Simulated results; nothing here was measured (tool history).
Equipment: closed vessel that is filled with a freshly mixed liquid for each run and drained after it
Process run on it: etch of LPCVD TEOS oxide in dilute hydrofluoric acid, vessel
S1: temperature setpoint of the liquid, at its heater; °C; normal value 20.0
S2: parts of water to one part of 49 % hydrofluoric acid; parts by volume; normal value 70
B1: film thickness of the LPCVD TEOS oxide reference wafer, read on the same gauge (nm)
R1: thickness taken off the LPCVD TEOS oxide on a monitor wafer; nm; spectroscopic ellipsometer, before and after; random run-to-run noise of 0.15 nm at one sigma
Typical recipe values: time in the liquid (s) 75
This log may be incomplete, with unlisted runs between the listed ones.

run 1 hour=0.0 | S1=20.0 S2=70 time_in_the_liquid_(s)=75 | B1=30.02 | R1=46.13
run 2 hour=60.8 | S1=20.0 S2=70 time_in_the_liquid_(s)=75 | B1=29.97 | R1=46.04
run 3 hour=122.2 | S1=20.0 S2=70 time_in_the_liquid_(s)=75 | B1=29.98 | R1=46.25
run 4 hour=166.1 | S1=20.0 S2=70 time_in_the_liquid_(s)=75 | B1=30.01 | R1=45.98
run 5 hour=234.3 | S1=20.0 S2=70 time_in_the_liquid_(s)=75 | B1=30.01 | R1=46.14
run 6 hour=264.9 | S1=20.0 S2=70 time_in_the_liquid_(s)=75 | B1=30.00 | R1=46.22
-- hour=322.6 gauge calibrated
run 7 hour=336.1 | S1=20.0 S2=70 time_in_the_liquid_(s)=75 | B1=29.95 | R1=46.05
-- hour=391.3 hydrofluoric acid flow meter replaced
run 8 hour=398.7 | S1=20.0 S2=70 time_in_the_liquid_(s)=75 | B1=30.02 | R1=46.12
-- hour=399.9 thermometer replaced
run 9 hour=446.0 | S1=20.0 S2=70 time_in_the_liquid_(s)=75 | B1=30.00 | R1=46.30
run 10 hour=608.9 | S1=17.5 S2=70 time_in_the_liquid_(s)=75 | B1=29.98 | R1=41.57
run 11 hour=665.0 | S1=20.0 S2=70 time_in_the_liquid_(s)=75 | B1=29.98 | R1=46.12
run 12 hour=734.5 | S1=17.0 S2=80 time_in_the_liquid_(s)=100 | B1=29.98 | R1=46.93
run 13 hour=772.7 | S1=20.0 S2=90 time_in_the_liquid_(s)=75 | B1=29.99 | R1=35.05
-- hour=907.0 gauge calibrated
run 14 hour=939.3 | S1=17.0 S2=70 time_in_the_liquid_(s)=75 | B1=29.97 | R1=40.64
run 15 hour=1000.3 | S1=17.0 S2=100 time_in_the_liquid_(s)=75 | B1=29.98 | R1=27.53
run 16 hour=1055.2 | S1=20.0 S2=85 time_in_the_liquid_(s)=75 | B1=30.02 | R1=37.26

What the log doesn't show, run by run:
liquid colder than its thermometer reads (K): 0 at every run
hydrofluoric acid flow above the setpoint (%): 0 at every run
gauge reads high (%): 0 at every run
